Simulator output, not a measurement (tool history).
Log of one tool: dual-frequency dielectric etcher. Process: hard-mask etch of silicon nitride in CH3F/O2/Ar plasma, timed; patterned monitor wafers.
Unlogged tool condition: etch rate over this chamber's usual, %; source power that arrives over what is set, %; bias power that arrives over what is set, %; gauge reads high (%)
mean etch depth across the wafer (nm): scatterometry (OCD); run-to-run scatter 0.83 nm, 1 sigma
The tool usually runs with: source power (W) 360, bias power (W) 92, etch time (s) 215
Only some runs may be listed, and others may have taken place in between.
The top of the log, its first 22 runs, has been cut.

| run | hour | source power (W) | bias power (W) | etch time (s) | wafers since the last listed run | hours since the last wet clean | hours since the last source power generator calibration | hours since the last bias power generator calibration | hours since the last upper electrode change | hours since the gauge calibration | read-back reference wafer on the same gauge, depth_nm | mean etch depth across the wafer (nm) |
|---|---|---|---|---|---|---|---|---|---|---|---|---|
|  | 1699.9 | bias power generator calibrated |
| 23 | 1700.4 | 360 | 92 | 215 | 254 | 616.5 | 248 | 0.5 | 2338.3 | 394.4 | 191.2 | 164.4 |
|  | 1751.7 | wet clean of the chamber |
|  | 1835 | upper electrode replaced |
| 24 | 1990.9 | 360 | 92 | 215 | 971 | 239.2 | 538.5 | 291 | 155.9 | 684.9 | 191 | 160.5 |
| 25 | 2091.7 | 360 | 92 | 215 | 403 | 340 | 639.3 | 391.8 | 256.7 | 785.7 | 190.7 | 162.3 |
| 26 | 2170.8 | 440 | 78 | 270.5 | 316 | 419.1 | 718.4 | 470.9 | 335.8 | 864.8 | 191.1 | 199.9 |
| 27 | 2258.1 | 360 | 92 | 215 | 349 | 506.4 | 805.7 | 558.2 | 423.1 | 952.1 | 191.2 | 161.3 |
| 28 | 2330.2 | 280 | 104 | 258 | 288 | 578.5 | 877.8 | 630.3 | 495.2 | 1024.2 | 190.9 | 183.4 |
|  | 2356.8 | wet clean of the chamber |
| 29 | 2375.4 | 430 | 92 | 195.5 | 84 | 18.6 | 923 | 675.5 | 540.4 | 1069.4 | 190.8 | 158.1 |
| 30 | 2474.8 | 310 | 84 | 215 | 398 | 118 | 1022.4 | 774.9 | 639.8 | 1168.8 | 190.6 | 140.7 |

Consider 3 possible next runs. They are alternatives, not a sequence: every one starts from the tool as it was left by run 30. What does each give?
| A | 2475.3 | 360 | 92 | 185 | 2 | 118.5 | 1022.9 | 775.4 | 640.3 | 1169.3 | ? | ? |
| B | 2475.3 | 400 | 105 | 268 | 2 | 118.5 | 1022.9 | 775.4 | 640.3 | 1169.3 | ? | ? |
| C | 2475.3 | 360 | 74 | 215 | 2 | 118.5 | 1022.9 | 775.4 | 640.3 | 1169.3 | ? | ? |

| run | read-back reference wafer on the same gauge, depth_nm | mean etch depth across the wafer (nm) |
|---|---|---|
| A | 190.7 | 138.7 |
| B | 190.7 | 227.2 |
| C | 190.7 | 141.7 |
What these runs would have given with no unlogged condition in the tool:
| run | mean etch depth across the wafer (nm) |
|---|---|
| A | 141.3 |
| B | 231.6 |
| C | 144 |
